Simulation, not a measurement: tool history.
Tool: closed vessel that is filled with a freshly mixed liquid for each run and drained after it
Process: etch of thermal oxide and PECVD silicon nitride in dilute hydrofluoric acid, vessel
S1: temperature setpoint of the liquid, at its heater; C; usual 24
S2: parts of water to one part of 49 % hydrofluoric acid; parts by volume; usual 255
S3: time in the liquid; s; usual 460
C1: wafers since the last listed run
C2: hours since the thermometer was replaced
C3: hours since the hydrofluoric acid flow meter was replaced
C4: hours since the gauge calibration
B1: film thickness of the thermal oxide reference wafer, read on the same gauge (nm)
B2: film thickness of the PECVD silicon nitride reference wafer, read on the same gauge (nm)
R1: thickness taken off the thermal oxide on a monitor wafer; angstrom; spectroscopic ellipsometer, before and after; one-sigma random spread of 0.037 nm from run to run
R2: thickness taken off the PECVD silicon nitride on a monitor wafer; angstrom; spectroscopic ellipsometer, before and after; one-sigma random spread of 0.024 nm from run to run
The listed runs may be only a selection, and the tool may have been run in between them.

run	day	S1	S2	S3	C1	C2	C3	C4	B1	B2	R1	R2
1	0	24	255	460	0	1091.4	553.3	367.1	59.99	90.01	66.8	49.2
2	0.671	24	255	460	1056	1107.5	569.4	383.2	59.96	89.98	66.5	48.7
3	1.071	24	255	460	629	1117.1	579	392.8	59.99	89.98	65.9	48.8
4	1.417	24	255	460	544	1125.4	587.3	401.1	60.05	90.01	66.5	48.7
5	2.154	24	165	460	1161	1143.1	605	418.8	59.97	90	112.3	74.5
# day 2.429: gauge calibrated
6	2.758	24	255	460	951	1157.6	619.5	7.9	59.97	89.98	66.2	48.5
7	3.412	21.5	215	195	1030	1173.3	635.2	23.6	60.02	89.98	31.5	20.7
8	3.921	24	255	460	800	1185.5	647.4	35.8	60.01	90.01	66.1	48.6
# day 4.362: hydrofluoric acid flow meter replaced
9	4.583	21.5	255	460	977	1201.4	5.3	51.7	59.98	89.99	60.1	41.3
10	5.104	24	255	460	820	1213.9	17.8	64.2	60.03	89.99	66	48.5
11	5.75	24	165	250	1016	1229.4	33.3	79.7	60.02	90.03	60.7	40
12	6.042	24	255	460	459	1236.4	40.3	86.7	59.99	89.99	66.2	48.3
13	6.642	24	310	460	944	1250.8	54.7	101.1	59.96	90.02	51.8	39.7
14	6.925	28.5	255	545	446	1257.6	61.5	107.9	60.05	89.99	92.4	75.7
# day 7.196: thermometer replaced
15	7.371	20.5	365	700	636	4.2	72.2	118.6	60.01	89.98	60.8	47.6
16	7.775	26	255	460	636	13.9	81.9	128.3	60.03	90	76.9	62.3
17	8.096	28	255	460	505	21.6	89.6	136	60.02	89.98	82.9	71.1
18	8.812	20.5	360	325	1128	38.8	106.8	153.2	59.96	90.02	28.6	22.4
19	9.288	22.5	255	460	747	50.2	118.2	164.6	59.99	89.98	67.4	49.9
20	9.925	21	315	315	1003	65.5	133.5	179.9	60.03	89.96	33.6	25.4
21	10.479	20.5	225	460	872	78.8	146.8	193.2	60.01	90.01	72.9	49.7
22	10.946	24	255	460	734	90	158	204.4	59.99	90.03	71.2	55.2
23	11.688	26.5	255	580	1167	107.8	175.8	222.2	60.04	90.03	97.9	80.7
24	11.996	19.5	255	610	485	115.2	183.2	229.6	60.01	89.98	79.2	54.6
25	12.317	20	255	460	505	122.9	190.9	237.3	59.99	90.03	61.2	42.6

For some of the steps in R1 from one run to the next: how much would appear even if the tool had no hidden state, given the settings, what came in and random variation, and how much remains for the hidden state plus any gauge scatter that the measured result and the result without hidden state don't share?
The tool's hidden condition here consists of: liquid colder than its thermometer reads (K); hydrofluoric acid flow below the setpoint (%); gauge reads high (%).
Run 4 -> 5: S2 255 -> 165. R1 +45.8 angstrom: hidden state -4.6, all else +50.4.
Run 5 -> 6: S2 165 -> 255, gauge calibrated. R1 -46.1 angstrom: hidden state +4.5, all else -50.6.
Run 14 -> 15: S1 28.5 -> 20.5, S2 255 -> 365, S3 545 -> 700, thermometer replaced. R1 -31.6 angstrom: hidden state +7.7, all else -39.3.
Run 17 -> 18: S1 28 -> 20.5, S2 255 -> 360, S3 460 -> 325. R1 -54.3 angstrom: hidden state +0.7, all else -55.
